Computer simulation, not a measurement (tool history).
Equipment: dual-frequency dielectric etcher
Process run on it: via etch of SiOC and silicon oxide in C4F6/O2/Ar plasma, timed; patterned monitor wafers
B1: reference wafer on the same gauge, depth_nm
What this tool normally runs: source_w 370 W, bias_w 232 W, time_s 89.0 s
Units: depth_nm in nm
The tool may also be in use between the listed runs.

run 1 hour=0.0 | source_w=420 bias_w=232 time_s=89.0 | B1=106.1 | depth_nm=106.5
run 2 hour=16.1 | source_w=310 bias_w=232 time_s=89.0 | B1=105.7 | depth_nm=92.6
run 3 hour=29.6 | source_w=310 bias_w=232 time_s=89.0 | B1=105.8 | depth_nm=92.7
run 4 hour=37.7 | source_w=310 bias_w=232 time_s=89.0 | B1=105.9 | depth_nm=92.2
run 5 hour=51.2 | source_w=370 bias_w=232 time_s=89.0 | B1=106.1 | depth_nm=101.1
run 6 hour=61.0 | source_w=370 bias_w=232 time_s=89.0 | B1=106.0 | depth_nm=99.9
run 7 hour=78.9 | source_w=370 bias_w=232 time_s=89.0 | B1=105.6 | depth_nm=100.3
-- hour=110.7 wet clean of the chamber
-- hour=118.6 upper electrode replaced
run 8 hour=119.1 | source_w=370 bias_w=232 time_s=89.0 | B1=106.0 | depth_nm=95.5
run 9 hour=119.4 | source_w=370 bias_w=232 time_s=89.0 | B1=106.0 | depth_nm=97.1
run 10 hour=119.7 | source_w=370 bias_w=232 time_s=89.0 | B1=105.9 | depth_nm=96.6
run 11 hour=123.3 | source_w=370 bias_w=232 time_s=89.0 | B1=106.1 | depth_nm=96.5
run 12 hour=131.1 | source_w=370 bias_w=195 time_s=89.0 | B1=105.7 | depth_nm=91.5
-- hour=134.6 gauge calibrated
run 13 hour=140.9 | source_w=370 bias_w=195 time_s=89.0 | B1=106.0 | depth_nm=93.6
-- hour=148.3 source power generator calibrated
-- hour=170.3 wet clean of the chamber, repeated, since the last time left the tool worse
run 14 hour=170.8 | source_w=370 bias_w=232 time_s=89.0 | B1=106.0 | depth_nm=101.9
run 15 hour=171.2 | source_w=420 bias_w=190 time_s=105.0 | B1=106.0 | depth_nm=122.3
run 16 hour=180.5 | source_w=370 bias_w=232 time_s=110.5 | B1=105.7 | depth_nm=128.2
run 17 hour=191.0 | source_w=400 bias_w=252 time_s=102.0 | B1=106.1 | depth_nm=124.6
run 18 hour=201.7 | source_w=290 bias_w=196 time_s=108.0 | B1=105.8 | depth_nm=105.4
run 19 hour=214.7 | source_w=370 bias_w=232 time_s=89.0 | B1=105.9 | depth_nm=102.8
run 20 hour=222.2 | source_w=370 bias_w=232 time_s=89.0 | B1=106.3 | depth_nm=102.6
run 21 hour=237.3 | source_w=370 bias_w=189 time_s=89.0 | B1=106.0 | depth_nm=98.0
-- hour=246.1 bias power generator calibrated
run 22 hour=246.5 | source_w=420 bias_w=272 time_s=114.5 | B1=105.9 | depth_nm=145.7
run 23 hour=254.2 | source_w=370 bias_w=232 time_s=89.0 | B1=106.1 | depth_nm=103.8
run 24 hour=264.3 | source_w=370 bias_w=232 time_s=89.0 | B1=105.7 | depth_nm=103.9
run 25 hour=277.3 | source_w=310 bias_w=232 time_s=100.0 | B1=106.2 | depth_nm=105.2
run 26 hour=285.2 | source_w=310 bias_w=232 time_s=89.0 | B1=105.9 | depth_nm=94.3
run 27 hour=297.1 | source_w=430 bias_w=232 time_s=89.0 | B1=106.0 | depth_nm=108.2
run 28 hour=310.4 | source_w=280 bias_w=289 time_s=89.0 | B1=105.9 | depth_nm=95.8

Some steps in depth_nm between neighbouring runs. How much of each would the tool show without its hidden state too (settings, what came in, random variation), and how much is left for the hidden state, with any gauge scatter that isn't in both results?
Hidden state at play: etch rate over this chamber's usual, %; source power that arrives over what is set, %; bias power that arrives over what is set, %; gauge reads high (%).
Run 7 -> 8: wet clean of the chamber, upper electrode replaced. depth_nm -4.8 nm: hidden state -3.3, all else -1.5.
Run 13 -> 14: bias_w 195 -> 232, source power generator calibrated, wet clean of the chamber, repeated, since the last time left the tool worse. depth_nm +8.3 nm: hidden state +6.4, all else +1.9.
Run 21 -> 22: source_w 370 -> 420, bias_w 189 -> 272, time_s 89.0 -> 114.5, bias power generator calibrated. depth_nm +47.7 nm: hidden state -0.5, all else +48.2.
Run 22 -> 23: source_w 420 -> 370, bias_w 272 -> 232, time_s 114.5 -> 89.0. depth_nm -41.9 nm: hidden state +0.3, all else -42.2.

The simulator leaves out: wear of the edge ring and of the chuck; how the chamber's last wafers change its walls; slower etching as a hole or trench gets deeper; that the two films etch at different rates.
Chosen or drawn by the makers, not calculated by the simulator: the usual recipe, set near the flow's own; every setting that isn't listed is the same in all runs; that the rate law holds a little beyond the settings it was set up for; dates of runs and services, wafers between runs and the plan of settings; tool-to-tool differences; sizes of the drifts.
